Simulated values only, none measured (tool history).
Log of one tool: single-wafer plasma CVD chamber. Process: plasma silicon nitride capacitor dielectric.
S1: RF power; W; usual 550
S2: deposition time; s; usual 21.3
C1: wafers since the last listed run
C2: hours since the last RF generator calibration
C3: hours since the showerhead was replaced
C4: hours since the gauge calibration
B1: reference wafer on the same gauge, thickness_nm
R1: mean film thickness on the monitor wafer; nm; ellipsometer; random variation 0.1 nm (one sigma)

{"run": 1, "hour": 0.0, "S1": 550, "S2": 21.3, "C1": 0, "C2": 1033.4, "C3": 3484.2, "C4": 403.8, "B1": 31.71, "R1": 33.134}
{"run": 2, "hour": 35.6, "S1": 550, "S2": 21.3, "C1": 791, "C2": 1069, "C3": 3519.8, "C4": 439.4, "B1": 31.74, "R1": 33.057}
{"run": 3, "hour": 62.9, "S1": 550, "S2": 19.5, "C1": 607, "C2": 1096.3, "C3": 3547.1, "C4": 466.7, "B1": 31.77, "R1": 30.328}
{"run": 4, "hour": 86.8, "S1": 640, "S2": 22.6, "C1": 531, "C2": 1120.2, "C3": 3571, "C4": 490.6, "B1": 31.738, "R1": 36.078}
{"run": 5, "hour": 115.9, "S1": 640, "S2": 22.6, "C1": 647, "C2": 1149.3, "C3": 3600.1, "C4": 519.7, "B1": 31.812, "R1": 36.106}
{"run": 6, "hour": 139.1, "S1": 550, "S2": 21.3, "C1": 516, "C2": 1172.5, "C3": 3623.3, "C4": 542.9, "B1": 31.83, "R1": 33.274}
{"run": 7, "hour": 194.1, "S1": 550, "S2": 21.3, "C1": 1223, "C2": 1227.5, "C3": 3678.3, "C4": 597.9, "B1": 31.848, "R1": 33.097}
{"run": 8, "hour": 207.8, "S1": 550, "S2": 21.3, "C1": 304, "C2": 1241.2, "C3": 3692, "C4": 611.6, "B1": 31.85, "R1": 33.197}
{"run": 9, "hour": 229.0, "S1": 610, "S2": 21.3, "C1": 471, "C2": 1262.4, "C3": 3713.2, "C4": 632.8, "B1": 31.888, "R1": 34.071}
{"run": 10, "hour": 242.6, "S1": 610, "S2": 21.3, "C1": 302, "C2": 1276, "C3": 3726.8, "C4": 646.4, "B1": 31.941, "R1": 33.986}
{"run": 11, "hour": 276.2, "S1": 610, "S2": 21.3, "C1": 747, "C2": 1309.6, "C3": 3760.4, "C4": 680, "B1": 31.922, "R1": 33.854}
{"run": 12, "hour": 304.7, "S1": 635, "S2": 23.2, "C1": 633, "C2": 1338.1, "C3": 3788.9, "C4": 708.5, "B1": 31.994, "R1": 37.375}
{"run": 13, "hour": 335.5, "S1": 635, "S2": 23.2, "C1": 685, "C2": 1368.9, "C3": 3819.7, "C4": 739.3, "B1": 32.014, "R1": 37.256}
{"run": 14, "hour": 354.7, "S1": 605, "S2": 21.3, "C1": 427, "C2": 1388.1, "C3": 3838.9, "C4": 758.5, "B1": 32.049, "R1": 33.847}
{"run": 15, "hour": 382.9, "S1": 605, "S2": 21.3, "C1": 627, "C2": 1416.3, "C3": 3867.1, "C4": 786.7, "B1": 32.133, "R1": 34.009}
{"run": 16, "hour": 417.2, "S1": 550, "S2": 21.3, "C1": 762, "C2": 1450.6, "C3": 3901.4, "C4": 821, "B1": 32.095, "R1": 33.462}
{"run": 17, "hour": 448.8, "S1": 635, "S2": 21.3, "C1": 702, "C2": 1482.2, "C3": 3933, "C4": 852.6, "B1": 32.174, "R1": 34.522}
{"run": 18, "hour": 548.1, "S1": 635, "S2": 21.3, "C1": 2208, "C2": 1581.5, "C3": 4032.3, "C4": 951.9, "B1": 32.343, "R1": 34.593}
{"hour": 560.7, "done": "RF generator calibrated"}
{"run": 19, "hour": 575.2, "S1": 550, "S2": 21.3, "C1": 424, "C2": 14.5, "C3": 4059.4, "C4": 979, "B1": 32.451, "R1": 33.894}
{"run": 20, "hour": 595.7, "S1": 455, "S2": 25.3, "C1": 455, "C2": 35, "C3": 4079.9, "C4": 999.5, "B1": 32.473, "R1": 39.084}
{"run": 21, "hour": 624.7, "S1": 550, "S2": 21.3, "C1": 645, "C2": 64, "C3": 4108.9, "C4": 1028.5, "B1": 32.46, "R1": 34.014}
{"run": 22, "hour": 643.1, "S1": 455, "S2": 22.8, "C1": 409, "C2": 82.4, "C3": 4127.3, "C4": 1046.9, "B1": 32.468, "R1": 35.223}
{"run": 23, "hour": 666.2, "S1": 550, "S2": 21.3, "C1": 513, "C2": 105.5, "C3": 4150.4, "C4": 1070, "B1": 32.612, "R1": 33.99}
{"run": 24, "hour": 690.3, "S1": 550, "S2": 19.5, "C1": 536, "C2": 129.6, "C3": 4174.5, "C4": 1094.1, "B1": 32.691, "R1": 31.138}
{"run": 25, "hour": 715.2, "S1": 650, "S2": 22.9, "C1": 553, "C2": 154.5, "C3": 4199.4, "C4": 1119, "B1": 32.644, "R1": 37.761}
{"hour": 727.6, "done": "gauge calibrated"}
{"run": 26, "hour": 732.4, "S1": 550, "S2": 21.3, "C1": 382, "C2": 171.7, "C3": 4216.6, "C4": 4.8, "B1": 31.675, "R1": 32.881}
{"run": 27, "hour": 752.2, "S1": 510, "S2": 18.2, "C1": 440, "C2": 191.5, "C3": 4236.4, "C4": 24.6, "B1": 31.639, "R1": 27.924}
{"run": 28, "hour": 785.2, "S1": 550, "S2": 18.1, "C1": 734, "C2": 224.5, "C3": 4269.4, "C4": 57.6, "B1": 31.619, "R1": 28.129}
{"hour": 811.1, "done": "showerhead replaced"}
{"run": 29, "hour": 811.6, "S1": 495, "S2": 18.1, "C1": 409, "C2": 250.9, "C3": 0.5, "C4": 84, "B1": 31.606, "R1": 27.668}
{"run": 30, "hour": 828.5, "S1": 550, "S2": 23.8, "C1": 375, "C2": 267.8, "C3": 17.4, "C4": 100.9, "B1": 31.645, "R1": 37.156}
{"run": 31, "hour": 841.3, "S1": 550, "S2": 17.6, "C1": 284, "C2": 280.6, "C3": 30.2, "C4": 113.7, "B1": 31.671, "R1": 27.315}
{"run": 32, "hour": 864.7, "S1": 550, "S2": 21.3, "C1": 520, "C2": 304, "C3": 53.6, "C4": 137.1, "B1": 31.642, "R1": 33.127}
{"run": 33, "hour": 887.3, "S1": 550, "S2": 22.5, "C1": 502, "C2": 326.6, "C3": 76.2, "C4": 159.7, "B1": 31.684, "R1": 34.649}
{"run": 34, "hour": 904.2, "S1": 510, "S2": 22.8, "C1": 375, "C2": 343.5, "C3": 93.1, "C4": 176.6, "B1": 31.688, "R1": 34.831}
{"run": 35, "hour": 939.3, "S1": 455, "S2": 21.3, "C1": 780, "C2": 378.6, "C3": 128.2, "C4": 211.7, "B1": 31.676, "R1": 31.867}
{"run": 36, "hour": 1015.0, "S1": 600, "S2": 23.5, "C1": 1683, "C2": 454.3, "C3": 203.9, "C4": 287.4, "B1": 31.707, "R1": 37.044}

3 ways to go on from here, each from the tool as it stands after run 36. What would each give?
{"run": "A", "hour": 1015.4, "S1": 550, "S2": 21.3, "C1": 8, "C2": 454.7, "C3": 204.3, "C4": 287.8, "B1": "?", "R1": "?"}
{"run": "B", "hour": 1015.4, "S1": 490, "S2": 21.3, "C1": 8, "C2": 454.7, "C3": 204.3, "C4": 287.8, "B1": "?", "R1": "?"}
{"run": "C", "hour": 1015.4, "S1": 590, "S2": 21.3, "C1": 8, "C2": 454.7, "C3": 204.3, "C4": 287.8, "B1": "?", "R1": "?"}

run=A B1=31.729 R1=33.036
run=B B1=31.729 R1=32.393
run=C B1=31.729 R1=33.449
Without the tool's hidden state the same runs would have given:
run=A R1=33.02
run=B R1=32.378
run=C R1=33.433
